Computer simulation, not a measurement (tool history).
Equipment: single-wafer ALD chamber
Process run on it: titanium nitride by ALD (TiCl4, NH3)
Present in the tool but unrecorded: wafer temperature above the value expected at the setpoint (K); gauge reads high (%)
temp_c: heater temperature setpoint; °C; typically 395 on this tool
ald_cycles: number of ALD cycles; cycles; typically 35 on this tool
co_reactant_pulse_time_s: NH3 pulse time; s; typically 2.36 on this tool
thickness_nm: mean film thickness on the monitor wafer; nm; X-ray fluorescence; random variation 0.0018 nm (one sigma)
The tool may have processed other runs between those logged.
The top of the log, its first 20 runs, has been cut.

run	day	temp_c	ald_cycles	co_reactant_pulse_time_s	wafers since the last listed run	hours since the last thermocouple change	hours since the showerhead was replaced	hours since the gauge calibration	read-back reference wafer on the same gauge, thickness_nm	thickness_nm
21	9.975	401	35	2.91	53	1030.5	5134.7	160.6	0.768	0.730
22	10.321	395	35	2.36	72	1038.8	5143.0	168.9	0.767	0.725
23	10.608	395	35	1.90	60	1045.7	5149.9	175.8	0.768	0.715
# day 10.942: thermocouple changed; heater temperature recalibrated
24	11.221	395	35	2.36	58	6.7	5164.6	190.5	0.768	0.725
25	11.808	395	33	2.36	123	20.8	5178.7	204.6	0.768	0.682
# day 12.271: showerhead replaced
26	12.292	395	39	2.36	31	32.4	0.5	216.2	0.769	0.804
27	12.825	395	35	2.36	111	45.2	13.3	229.0	0.768	0.720
28	13.096	390	35	2.36	56	51.7	19.8	235.5	0.768	0.722
29	13.475	401	29	2.00	79	60.8	28.9	244.6	0.768	0.599
30	14.021	395	35	2.36	114	73.9	42.0	257.7	0.768	0.725
31	14.633	395	35	2.36	128	88.6	56.7	272.4	0.768	0.721
32	15.188	395	35	2.36	116	101.9	70.0	285.7	0.768	0.728
33	15.775	402	35	1.84	123	116.0	84.1	299.8	0.769	0.720
34	16.333	395	35	1.83	117	129.4	97.5	313.2	0.767	0.712
35	17.117	400	30	1.54	164	148.2	116.3	332.0	0.768	0.613
36	17.525	403	41	2.36	85	158.0	126.1	341.8	0.768	0.855
37	17.796	395	35	2.36	56	164.5	132.6	348.3	0.768	0.727

For run 38, what comes out?
38	18.108	395	35	1.47	65	172.0	140.1	355.8	?	?

read-back reference wafer on the same gauge, thickness_nm: 0.767
thickness_nm: 0.708 nm
Were there no unlogged condition in the tool, this run, its random variation unchanged, would have produced thickness_nm 0.708 nm.
